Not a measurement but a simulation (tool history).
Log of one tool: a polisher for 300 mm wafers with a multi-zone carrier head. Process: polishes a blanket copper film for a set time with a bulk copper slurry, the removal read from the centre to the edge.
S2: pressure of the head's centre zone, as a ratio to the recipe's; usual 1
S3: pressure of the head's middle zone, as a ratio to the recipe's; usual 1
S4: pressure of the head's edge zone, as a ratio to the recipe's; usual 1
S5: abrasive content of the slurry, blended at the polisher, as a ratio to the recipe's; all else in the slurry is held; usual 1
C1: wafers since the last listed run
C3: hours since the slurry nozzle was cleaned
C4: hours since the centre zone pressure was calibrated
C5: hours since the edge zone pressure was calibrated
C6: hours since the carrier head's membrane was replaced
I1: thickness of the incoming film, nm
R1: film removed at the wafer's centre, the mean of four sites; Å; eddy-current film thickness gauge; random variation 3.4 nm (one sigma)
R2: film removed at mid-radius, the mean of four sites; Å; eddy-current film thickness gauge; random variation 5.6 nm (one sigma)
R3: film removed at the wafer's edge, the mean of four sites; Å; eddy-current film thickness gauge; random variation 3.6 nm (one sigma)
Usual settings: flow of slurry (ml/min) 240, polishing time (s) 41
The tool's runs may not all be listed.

run 1 hour=0 | flow_of_slurry_(ml/min)=240 S2=1 S3=1 S4=1 S5=1 polishing_time_(s)=41 | C1=0 wafers_polished_on_this_pad=953 C3=48.4 C4=714.1 C5=881.3 C6=1007 | I1=2458.6 | R1=4392 R2=4620 R3=4549
run 2 hour=30.4 | flow_of_slurry_(ml/min)=240 S2=1 S3=1 S4=1 S5=1 polishing_time_(s)=41 | C1=170 wafers_polished_on_this_pad=1124 C3=78.8 C4=744.5 C5=911.7 C6=1037.4 | I1=2396.4 | R1=4408 R2=4546 R3=4451
run 3 hour=90.5 | flow_of_slurry_(ml/min)=240 S2=1 S3=0.93 S4=1 S5=1 polishing_time_(s)=41 | C1=336 wafers_polished_on_this_pad=1460 C3=138.9 C4=804.6 C5=971.8 C6=1097.5 | I1=2456.1 | R1=4356 R2=4248 R3=4531
run 4 hour=130.7 | flow_of_slurry_(ml/min)=240 S2=1.1 S3=1 S4=0.9 S5=1 polishing_time_(s)=29 | C1=225 wafers_polished_on_this_pad=1686 C3=179.1 C4=844.8 C5=1012 C6=1137.7 | I1=2435.2 | R1=3466 R2=3253 R3=3029
run 5 hour=172.5 | flow_of_slurry_(ml/min)=240 S2=1 S3=0.96 S4=1.06 S5=0.8 polishing_time_(s)=46 | C1=234 wafers_polished_on_this_pad=1920 C3=220.9 C4=886.6 C5=1053.8 C6=1179.5 | I1=2418.9 | R1=4727 R2=4714 R3=4961
-- hour=205.7 worn pad replaced by a new one
run 6 hour=241.7 | flow_of_slurry_(ml/min)=195 S2=1 S3=1 S4=0.88 S5=1 polishing_time_(s)=41 | C1=365 wafers_polished_on_this_pad=201 C3=290.1 C4=955.8 C5=1123 C6=1248.7 | I1=2438.9 | R1=4233 R2=4415 R3=4230
-- hour=286.7 centre zone pressure recalibrated
-- hour=305.3 carrier head's membrane replaced by a new one
run 7 hour=305.8 | flow_of_slurry_(ml/min)=240 S2=1 S3=1 S4=0.92 S5=1 polishing_time_(s)=41 | C1=319 wafers_polished_on_this_pad=521 C3=354.2 C4=19.1 C5=1187.1 C6=0.5 | I1=2380.9 | R1=4617 R2=4541 R3=4384
run 8 hour=359.1 | flow_of_slurry_(ml/min)=165 S2=1 S3=0.96 S4=0.89 S5=1 polishing_time_(s)=31 | C1=298 wafers_polished_on_this_pad=820 C3=407.5 C4=72.4 C5=1240.4 C6=53.8 | I1=2439.6 | R1=3276 R2=3225 R3=3190
-- hour=400 slurry nozzle cleaned
run 9 hour=402.3 | flow_of_slurry_(ml/min)=240 S2=1 S3=0.89 S4=1 S5=1 polishing_time_(s)=41 | C1=236 wafers_polished_on_this_pad=1056 C3=2.3 C4=115.6 C5=1283.6 C6=97 | I1=2422.7 | R1=4485 R2=4146 R3=4461
run 10 hour=486.7 | flow_of_slurry_(ml/min)=240 S2=1 S3=1 S4=1 S5=1 polishing_time_(s)=41 | C1=472 wafers_polished_on_this_pad=1529 C3=86.7 C4=200 C5=1368 C6=181.4 | I1=2401.7 | R1=4564 R2=4600 R3=4490
run 11 hour=556.7 | flow_of_slurry_(ml/min)=155 S2=1 S3=1 S4=0.97 S5=1.25 polishing_time_(s)=31 | C1=392 wafers_polished_on_this_pad=1921 C3=156.7 C4=270 C5=1438 C6=251.4 | I1=2431.7 | R1=3378 R2=3507 R3=3329
-- hour=574.7 edge zone pressure recalibrated
run 12 hour=581.4 | flow_of_slurry_(ml/min)=220 S2=1 S3=0.95 S4=1 S5=1.25 polishing_time_(s)=41 | C1=127 wafers_polished_on_this_pad=2048 C3=181.4 C4=294.7 C5=6.7 C6=276.1 | I1=2437.9 | R1=4625 R2=4483 R3=4564
-- hour=595.2 worn pad replaced by a new one
run 13 hour=652.3 | flow_of_slurry_(ml/min)=240 S2=1 S3=1 S4=1 S5=1 polishing_time_(s)=51 | C1=374 wafers_polished_on_this_pad=319 C3=252.3 C4=365.6 C5=77.6 C6=347 | I1=2402.4 | R1=5619 R2=5595 R3=5601
run 14 hour=720.1 | flow_of_slurry_(ml/min)=240 S2=1 S3=1 S4=1 S5=1 polishing_time_(s)=41 | C1=379 wafers_polished_on_this_pad=699 C3=320.1 C4=433.4 C5=145.4 C6=414.8 | I1=2419.4 | R1=4554 R2=4469 R3=4510
run 15 hour=791.3 | flow_of_slurry_(ml/min)=240 S2=0.93 S3=1.04 S4=1.06 S5=0.7 polishing_time_(s)=41 | C1=398 wafers_polished_on_this_pad=1098 C3=391.3 C4=504.6 C5=216.6 C6=486 | I1=2408.3 | R1=3884 R2=4395 R3=4276
run 16 hour=827.1 | flow_of_slurry_(ml/min)=240 S2=1 S3=1 S4=1 S5=1 polishing_time_(s)=41 | C1=200 wafers_polished_on_this_pad=1299 C3=427.1 C4=540.4 C5=252.4 C6=521.8 | I1=2397.7 | R1=4412 R2=4538 R3=4435
-- hour=853.3 slurry nozzle cleaned
run 17 hour=853.8 | flow_of_slurry_(ml/min)=240 S2=1 S3=1 S4=1.05 S5=1 polishing_time_(s)=41 | C1=143 wafers_polished_on_this_pad=1443 C3=0.5 C4=567.1 C5=279.1 C6=548.5 | I1=2450.1 | R1=4498 R2=4474 R3=4554
run 18 hour=891.7 | flow_of_slurry_(ml/min)=240 S2=1 S3=1 S4=1 S5=1 polishing_time_(s)=41 | C1=212 wafers_polished_on_this_pad=1655 C3=38.4 C4=605 C5=317 C6=586.4 | I1=2412.1 | R1=4387 R2=4484 R3=4487
run 19 hour=918.7 | flow_of_slurry_(ml/min)=240 S2=0.93 S3=1 S4=1.1 S5=1 polishing_time_(s)=41 | C1=151 wafers_polished_on_this_pad=1806 C3=65.4 C4=632 C5=344 C6=613.4 | I1=2394.7 | R1=4151 R2=4550 R3=4621
-- hour=960.3 worn pad replaced by a new one
run 20 hour=968.3 | flow_of_slurry_(ml/min)=240 S2=1 S3=1 S4=1 S5=1 polishing_time_(s)=29 | C1=255 wafers_polished_on_this_pad=45 C3=115 C4=681.6 C5=393.6 C6=663 | I1=2395.8 | R1=3115 R2=3208 R3=3147
run 21 hour=1006.4 | flow_of_slurry_(ml/min)=310 S2=1 S3=1 S4=1.05 S5=1.25 polishing_time_(s)=55 | C1=213 wafers_polished_on_this_pad=258 C3=153.1 C4=719.7 C5=431.7 C6=701.1 | I1=2423.2 | R1=6348 R2=6544 R3=6430

Run 22 comes next. What will it give?
run 22 hour=1075.2 | flow_of_slurry_(ml/min)=265 S2=1.03 S3=1 S4=1 S5=1 polishing_time_(s)=51 | C1=385 wafers_polished_on_this_pad=643 C3=221.9 C4=788.5 C5=500.5 C6=769.9 | I1=2448.8 | R1=? R2=? R3=?

Run 22 gave R1 5692 Å, R2 5650 Å, R3 5572 Å.
Without the tool's hidden state the same run would have given R1 5857 Å, R2 5649 Å, R3 5572 Å.
